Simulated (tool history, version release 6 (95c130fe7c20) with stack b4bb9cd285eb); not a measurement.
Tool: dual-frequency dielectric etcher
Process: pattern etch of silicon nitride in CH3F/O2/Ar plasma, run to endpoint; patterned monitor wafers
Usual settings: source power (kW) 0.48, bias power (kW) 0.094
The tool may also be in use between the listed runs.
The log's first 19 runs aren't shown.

run     day  source power (kW)  bias power (kW)  incoming incoming film thickness, nm  endpoint time (s)
 20  46.321               0.48            0.106                                 25.73               31.1
 21  49.042               0.51            0.094                                 25.93               31.5
     50.692  -- bias power generator calibrated
 22  50.712               0.48            0.094                                    26                 33
 23  51.962               0.48            0.094                                 25.84               32.3
 24  53.342               0.53            0.072                                 25.79               34.3
 25  54.988               0.48            0.117                                 25.91               30.4
 26  56.512                0.4            0.078                                 26.18               36.9
 27  57.762               0.48            0.103                                 25.77               31.5
 28  59.546               0.48            0.094                                 25.88               33.3
 29   61.65               0.59            0.111                                 25.59               28.8
     66.579  -- wet clean of the chamber
 30    66.6               0.48            0.094                                 25.81               32.2
 31  67.654               0.45            0.087                                 25.94               33.4
 32  68.904               0.43            0.109                                 25.55               30.8
 33  70.112               0.59             0.11                                 25.62               28.4
 34  71.983               0.57            0.103                                 25.97               29.4
 35  74.662               0.43            0.094                                 25.91               33.4

4 ways to go on from here, each from the tool as it stands after run 35. What would each give?
  A  74.679               0.56            0.094                                 25.92                  ?
  B  74.679               0.58             0.11                                 25.92                  ?
  C  74.679               0.39            0.094                                 25.92                  ?
  D  74.679               0.42            0.094                                 25.92                  ?

run  endpoint time (s)
  A               30.7
  B               28.9
  C               34.3
  D               33.6
Without the tool's hidden state the same runs would have given:
run  endpoint time (s)
  A               30.4
  B               28.5
  C               33.9
  D               33.1
